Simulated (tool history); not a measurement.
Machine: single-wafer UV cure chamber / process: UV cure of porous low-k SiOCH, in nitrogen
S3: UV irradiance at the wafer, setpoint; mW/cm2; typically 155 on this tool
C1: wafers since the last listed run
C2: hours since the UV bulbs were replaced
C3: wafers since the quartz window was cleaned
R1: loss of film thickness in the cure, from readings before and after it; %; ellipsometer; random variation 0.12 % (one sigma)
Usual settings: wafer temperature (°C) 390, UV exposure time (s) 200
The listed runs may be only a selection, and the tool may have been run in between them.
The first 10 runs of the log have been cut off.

{"run": 11, "day": 13.267, "wafer temperature (°C)": 390, "UV exposure time (s)": 200, "S3": 155, "C1": 79, "C2": 1530.1, "C3": 1396, "R1": 11.732}
{"run": 12, "day": 14.817, "wafer temperature (°C)": 390, "UV exposure time (s)": 200, "S3": 155, "C1": 226, "C2": 1567.3, "C3": 1622, "R1": 11.626}
{"run": 13, "day": 16.017, "wafer temperature (°C)": 390, "UV exposure time (s)": 200, "S3": 155, "C1": 175, "C2": 1596.1, "C3": 1797, "R1": 11.728}
{"run": 14, "day": 17.183, "wafer temperature (°C)": 390, "UV exposure time (s)": 200, "S3": 155, "C1": 170, "C2": 1624.1, "C3": 1967, "R1": 11.571}
{"run": 15, "day": 18.329, "wafer temperature (°C)": 390, "UV exposure time (s)": 200, "S3": 155, "C1": 167, "C2": 1651.6, "C3": 2134, "R1": 11.459}
{"day": 18.833, "done": "UV bulbs replaced"}
{"run": 16, "day": 18.971, "wafer temperature (°C)": 404, "UV exposure time (s)": 200, "S3": 120, "C1": 44, "C2": 3.3, "C3": 2179, "R1": 12.312}
{"run": 17, "day": 20.029, "wafer temperature (°C)": 390, "UV exposure time (s)": 200, "S3": 155, "C1": 154, "C2": 28.7, "C3": 2334, "R1": 13.456}
{"run": 18, "day": 21.325, "wafer temperature (°C)": 383, "UV exposure time (s)": 145, "S3": 172, "C1": 189, "C2": 59.8, "C3": 2523, "R1": 11.874}
{"run": 19, "day": 21.921, "wafer temperature (°C)": 390, "UV exposure time (s)": 200, "S3": 116, "C1": 86, "C2": 74.1, "C3": 2610, "R1": 11.722}

What does the tool deliver on the next run?
{"run": 20, "day": 23.062, "wafer temperature (°C)": 390, "UV exposure time (s)": 200, "S3": 155, "C1": 166, "C2": 101.5, "C3": 2776, "R1": "?"}

{"run 20": {"R1": 13.174}}
The same run, on a tool lacking any hidden state, would have yielded R1 13.301 %.
